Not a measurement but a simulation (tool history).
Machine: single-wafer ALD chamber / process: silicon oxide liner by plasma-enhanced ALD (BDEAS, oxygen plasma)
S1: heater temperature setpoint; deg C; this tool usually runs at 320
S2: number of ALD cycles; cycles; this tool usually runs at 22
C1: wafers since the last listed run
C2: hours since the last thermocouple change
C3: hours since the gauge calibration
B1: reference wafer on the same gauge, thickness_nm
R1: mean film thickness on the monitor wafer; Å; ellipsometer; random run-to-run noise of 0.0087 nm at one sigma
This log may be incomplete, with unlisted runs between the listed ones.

run   hour   S1  S2    C1      C2     C3     B1     R1
  1      0  320  22     0  2039.3    273  1.879  19.71
  2   25.9  320  24   347  2065.2  298.9  1.881  21.22
  3   46.4  320  22   275  2085.7  319.4  1.881  19.58
  4   76.4  320  22   402  2115.7  349.4   1.88  19.36
  5  108.7  320  22   433    2148  381.7   1.88  19.34
  6  124.9  320  22   217  2164.2  397.9   1.88  19.61
  7  143.9  320  22   255  2183.2  416.9   1.88   19.6
  8  165.3  325  22   287  2204.6  438.3   1.88  19.58
  9  267.4  325  22  1370  2306.7  540.4   1.88  19.46
 10    283  320  22   209  2322.3    556  1.879  19.41
 11  310.7  320  22   371    2350  583.7   1.88  19.43
 12  333.5  320  22   306  2372.8  606.5   1.88  19.56
     364.5  -- thermocouple changed; heater temperature recalibrated
 13  419.8  320  22  1051    55.3  692.8  1.881  19.57
 14  434.1  312  23   191    69.6  707.1   1.88  20.52
 15  463.4  314  26   393    98.9  736.4  1.881  23.38
     474.1  -- gauge calibrated
 16  493.2  328  20   400   128.7   19.1   1.88  17.47
 17  521.5  320  22   379     157   47.4   1.88  19.56
 18  553.1  324  22   424   188.6     79  1.879  19.46
 19  575.9  320  19   306   211.4  101.8  1.878  16.78
 20  594.4  320  22   248   229.9  120.3   1.88  19.42
 21  614.7  305  26   272   250.2  140.6   1.88  23.38
 22  641.8  308  19   363   277.3  167.7  1.879  17.17
 23  670.1  320  20   379   305.6    196   1.88  17.71
 24    700  328  19   401   335.5  225.9   1.88  16.67
 25    725  313  23   335   360.5  250.9  1.879  20.43
 26  753.2  320  22   378   388.7  279.1  1.881  19.48
 27  782.3  315  25   390   417.8  308.2  1.879   22.4

What if the next run were any one of these 5? Each begins from the tool's condition after run 27:
  A  782.7  320  21   5  418.2  308.6   ?   ?
  B  782.7  311  25   5  418.2  308.6   ?   ?
  C  782.7  320  25   5  418.2  308.6   ?   ?
  D  782.7  315  20   5  418.2  308.6   ?   ?
  E  782.7  320  26   5  418.2  308.6   ?   ?

run     B1     R1
  A  1.879  18.64
  B  1.879  22.52
  C  1.879  22.19
  D  1.879   17.9
  E  1.879  23.08
Without the tool's hidden state the same runs would have given:
run     R1
  A  18.64
  B  22.52
  C  22.19
  D   17.9
  E  23.08

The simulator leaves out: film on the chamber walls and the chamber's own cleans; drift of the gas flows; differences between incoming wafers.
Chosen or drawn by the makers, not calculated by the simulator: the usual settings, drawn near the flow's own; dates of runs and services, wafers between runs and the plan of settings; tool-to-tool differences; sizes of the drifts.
